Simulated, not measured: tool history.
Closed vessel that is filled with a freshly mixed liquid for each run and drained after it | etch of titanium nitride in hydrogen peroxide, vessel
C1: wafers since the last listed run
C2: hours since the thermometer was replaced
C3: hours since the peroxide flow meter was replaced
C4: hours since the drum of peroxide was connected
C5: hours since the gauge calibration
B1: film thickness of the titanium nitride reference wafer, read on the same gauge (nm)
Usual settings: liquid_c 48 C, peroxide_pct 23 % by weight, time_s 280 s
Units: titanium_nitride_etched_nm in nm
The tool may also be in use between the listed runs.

Run 1, hour 0: usual settings but peroxide_pct 21.5 % by weight; C1 0; C2 2641.6; C3 629.1; C4 272.1; C5 119.3; B1 60.02. Result: titanium_nitride_etched_nm 14.72 nm.
Run 2, hour 12.2: usual settings but peroxide_pct 21.5 % by weight; C1 1142; C2 2653.8; C3 641.3; C4 284.3; C5 131.5; B1 59.99. Result: titanium_nitride_etched_nm 14.65 nm.
Run 3, hour 19: usual settings; C1 636; C2 2660.6; C3 648.1; C4 291.1; C5 138.3; B1 59.98. Result: titanium_nitride_etched_nm 14.69 nm.
Run 4, hour 34.1: usual settings; C1 1413; C2 2675.7; C3 663.2; C4 306.2; C5 153.4; B1 59.99. Result: titanium_nitride_etched_nm 14.68 nm.
Run 5, hour 49.5: usual settings; C1 1441; C2 2691.1; C3 678.6; C4 321.6; C5 168.8; B1 60.02. Result: titanium_nitride_etched_nm 14.74 nm.
Run 6, hour 64.9: usual settings; C1 1441; C2 2706.5; C3 694; C4 337; C5 184.2; B1 59.99. Result: titanium_nitride_etched_nm 14.81 nm.
Run 7, hour 76.1: usual settings but liquid_c 50 C, time_s 160 s; C1 1048; C2 2717.7; C3 705.2; C4 348.2; C5 195.4; B1 59.98. Result: titanium_nitride_etched_nm 9.81 nm.
Run 8, hour 93: usual settings but liquid_c 50 C, time_s 160 s; C1 1582; C2 2734.6; C3 722.1; C4 365.1; C5 212.3; B1 59.98. Result: titanium_nitride_etched_nm 9.75 nm.
Run 9, hour 103.1: usual settings; C1 945; C2 2744.7; C3 732.2; C4 375.2; C5 222.4; B1 60. Result: titanium_nitride_etched_nm 14.86 nm.
Run 10, hour 115.4: usual settings; C1 1151; C2 2757; C3 744.5; C4 387.5; C5 234.7; B1 59.97. Result: titanium_nitride_etched_nm 14.91 nm.
Run 11, hour 126.6: usual settings; C1 1048; C2 2768.2; C3 755.7; C4 398.7; C5 245.9; B1 59.99. Result: titanium_nitride_etched_nm 15.01 nm.
Run 12, hour 141.9: usual settings; C1 1432; C2 2783.5; C3 771; C4 414; C5 261.2; B1 59.99. Result: titanium_nitride_etched_nm 14.9 nm.
Run 13, hour 159.2: usual settings; C1 1619; C2 2800.8; C3 788.3; C4 431.3; C5 278.5; B1 60. Result: titanium_nitride_etched_nm 15.01 nm.
Run 14, hour 169.5: usual settings; C1 964; C2 2811.1; C3 798.6; C4 441.6; C5 288.8; B1 60.02. Result: titanium_nitride_etched_nm 14.96 nm.
At hour 179: gauge calibrated.
Run 15, hour 186.4: usual settings; C1 1582; C2 2828; C3 815.5; C4 458.5; C5 7.4; B1 59.95. Result: titanium_nitride_etched_nm 14.98 nm.
At hour 191.4: new drum of peroxide connected.
At hour 192.6: thermometer replaced.
Run 16, hour 203.8: usual settings but peroxide_pct 26.5 % by weight, time_s 360 s; C1 1441; C2 11.2; C3 832.9; C4 12.4; C5 24.8; B1 60. Result: titanium_nitride_etched_nm 16.36 nm.
Run 17, hour 217.9: usual settings; C1 1320; C2 25.3; C3 847; C4 26.5; C5 38.9; B1 60.03. Result: titanium_nitride_etched_nm 12.2 nm.
Run 18, hour 224.2: usual settings but time_s 125 s; C1 589; C2 31.6; C3 853.3; C4 32.8; C5 45.2; B1 60.03. Result: titanium_nitride_etched_nm 5.55 nm.
Run 19, hour 230.3: usual settings; C1 571; C2 37.7; C3 859.4; C4 38.9; C5 51.3; B1 60.01. Result: titanium_nitride_etched_nm 12.24 nm.
Run 20, hour 243.2: usual settings but liquid_c 42.5 C, peroxide_pct 16.5 % by weight; C1 1207; C2 50.6; C3 872.3; C4 51.8; C5 64.2; B1 60.04. Result: titanium_nitride_etched_nm 7.63 nm.
Run 21, hour 256: usual settings but peroxide_pct 21.5 % by weight; C1 1198; C2 63.4; C3 885.1; C4 64.6; C5 77; B1 60. Result: titanium_nitride_etched_nm 12.17 nm.
At hour 265.3: peroxide flow meter replaced.
Run 22, hour 273.5: usual settings; C1 1544; C2 80.9; C3 8.2; C4 82.1; C5 94.5; B1 59.96. Result: titanium_nitride_etched_nm 12.43 nm.
Run 23, hour 284.6: usual settings but liquid_c 56 C, peroxide_pct 28.5 % by weight; C1 1039; C2 92; C3 19.3; C4 93.2; C5 105.6; B1 59.99. Result: titanium_nitride_etched_nm 22.92 nm.
Run 24, hour 302.5: usual settings but liquid_c 41.5 C, peroxide_pct 17.5 % by weight, time_s 200 s; C1 1675; C2 109.9; C3 37.2; C4 111.1; C5 123.5; B1 60.01. Result: titanium_nitride_etched_nm 5.11 nm.
Run 25, hour 312.4: usual settings but liquid_c 51.5 C, time_s 160 s; C1 926; C2 119.8; C3 47.1; C4 121; C5 133.4; B1 59.99. Result: titanium_nitride_etched_nm 9.12 nm.
Run 26, hour 329.1: usual settings but liquid_c 55 C, peroxide_pct 18.5 % by weight, time_s 130 s; C1 1563; C2 136.5; C3 63.8; C4 137.7; C5 150.1; B1 60.01. Result: titanium_nitride_etched_nm 9.12 nm.
Run 27, hour 344.5: usual settings but liquid_c 54 C, peroxide_pct 27.5 % by weight, time_s 130 s; C1 1441; C2 151.9; C3 79.2; C4 153.1; C5 165.5; B1 59.98. Result: titanium_nitride_etched_nm 9.22 nm.
Run 28, hour 358: usual settings but peroxide_pct 25 % by weight, time_s 350 s; C1 1263; C2 165.4; C3 92.7; C4 166.6; C5 179; B1 60.06. Result: titanium_nitride_etched_nm 15.97 nm.
Run 29, hour 374.9: usual settings but liquid_c 42.5 C, peroxide_pct 19.5 % by weight, time_s 160 s; C1 1582; C2 182.3; C3 109.6; C4 183.5; C5 195.9; B1 60.02. Result: titanium_nitride_etched_nm 4.59 nm.
Run 30, hour 388.5: usual settings; C1 1273; C2 195.9; C3 123.2; C4 197.1; C5 209.5; B1 60.02. Result: titanium_nitride_etched_nm 12.38 nm.

Some steps in titanium_nitride_etched_nm between neighbouring runs. How much of each would the tool show without its hidden state too (settings, what came in, random variation), and how much is left for the hidden state, with any gauge scatter that isn't in both results?
The hidden state here: liquid hotter than its thermometer reads (K); peroxide flow above the setpoint (%); peroxide weaker than its label (%); gauge reads high (%).
Run 6 -> 7: liquid_c 48 -> 50, time_s 280 -> 160. titanium_nitride_etched_nm -5 nm: hidden state -0.89, all else -4.11.
Run 8 -> 9: liquid_c 50 -> 48, time_s 160 -> 280. titanium_nitride_etched_nm +5.11 nm: hidden state +0.93, all else +4.18.
Run 15 -> 16: peroxide_pct 23 -> 26.5, time_s 280 -> 360, new drum of peroxide connected, thermometer replaced. titanium_nitride_etched_nm +1.38 nm: hidden state -2.67, all else +4.05.
Run 22 -> 23: liquid_c 48 -> 56, peroxide_pct 23 -> 28.5. titanium_nitride_etched_nm +10.49 nm: hidden state +0.09, all else +10.4.
Run 23 -> 24: liquid_c 56 -> 41.5, peroxide_pct 28.5 -> 17.5, time_s 280 -> 200. titanium_nitride_etched_nm -17.81 nm: hidden state -0.14, all else -17.67.
Run 28 -> 29: liquid_c 48 -> 42.5, peroxide_pct 25 -> 19.5, time_s 350 -> 160. titanium_nitride_etched_nm -11.38 nm: hidden state -0.15, all else -11.23.
